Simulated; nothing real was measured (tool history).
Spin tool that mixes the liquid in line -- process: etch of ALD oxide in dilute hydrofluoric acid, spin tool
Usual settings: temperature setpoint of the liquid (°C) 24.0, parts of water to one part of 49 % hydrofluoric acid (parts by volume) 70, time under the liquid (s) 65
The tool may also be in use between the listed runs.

run,hour,temperature setpoint of the liquid (°C),parts of water to one part of 49 % hydrofluoric acid (parts by volume),time under the liquid (s),"read-back film thickness of the ALD oxide reference wafer, read on the same gauge (nm)",thickness taken off the ALD oxide on a monitor wafer (Å)
1,0.0,24.0,85,65,70.01,71.5
2,45.4,24.0,85,65,69.99,71.9
3,90.2,24.0,70,65,69.98,88.3
4,150.4,24.0,70,65,69.98,88.5
5,183.7,24.0,70,65,70.03,88.0
6,228.2,24.0,100,65,69.98,59.3
7,258.3,24.0,70,85,70.02,115.1
8,291.1,24.0,70,85,70.00,116.2
9,336.2,24.0,70,65,70.03,88.2
10,372.0,22.5,70,65,69.99,82.6
11,401.1,22.5,70,65,70.01,82.6
12,437.8,22.5,70,65,70.00,83.6
13,504.7,24.0,70,65,70.01,88.3
14,563.1,24.0,70,65,69.99,87.9
15,633.4,24.0,70,65,70.01,87.4
16,828.8,28.0,70,105,70.02,165.1
# hour 877.3: gauge calibrated
17,886.8,24.0,60,80,70.01,127.4
18,948.1,24.0,40,65,69.99,157.6
19,1019.9,24.0,70,65,69.97,86.7
20,1090.2,28.0,45,25,69.98,63.1
21,1156.8,24.0,70,95,70.00,126.1
# hour 1179.2: hydrofluoric acid flow meter replaced
# hour 1205.1: thermometer replaced
22,1211.4,24.0,70,65,70.00,89.8
23,1421.0,24.0,70,65,70.00,88.6
24,1478.4,21.0,70,80,69.99,97.4
25,1525.7,24.0,70,65,70.02,88.8
26,1596.1,24.0,70,65,69.99,88.9
27,1663.4,24.0,70,65,69.98,89.2
28,1725.5,19.5,90,80,70.01,68.9
29,1766.5,22.5,100,95,70.00,82.5
30,1885.7,22.0,60,105,70.00,155.9
31,1910.3,19.5,70,65,70.00,73.6

5 ways to go on from here, each from the tool as it stands after run 31. What would each give?
A,1910.7,24.0,70,65,?,?
B,1910.7,26.0,70,30,?,?
C,1910.7,24.0,70,90,?,?
D,1910.7,26.5,70,65,?,?
E,1910.7,21.5,35,105,?,?

run,"read-back film thickness of the ALD oxide reference wafer, read on the same gauge (nm)",thickness taken off the ALD oxide on a monitor wafer (Å)
A,70.01,88.7
B,70.01,44.4
C,70.01,122.9
D,70.01,98.1
E,70.01,270.6
Stripped of hidden state, with their random variation kept, the same runs would have yielded:
run,thickness taken off the ALD oxide on a monitor wafer (Å)
A,90.6
B,45.3
C,125.4
D,100.1
E,275.9
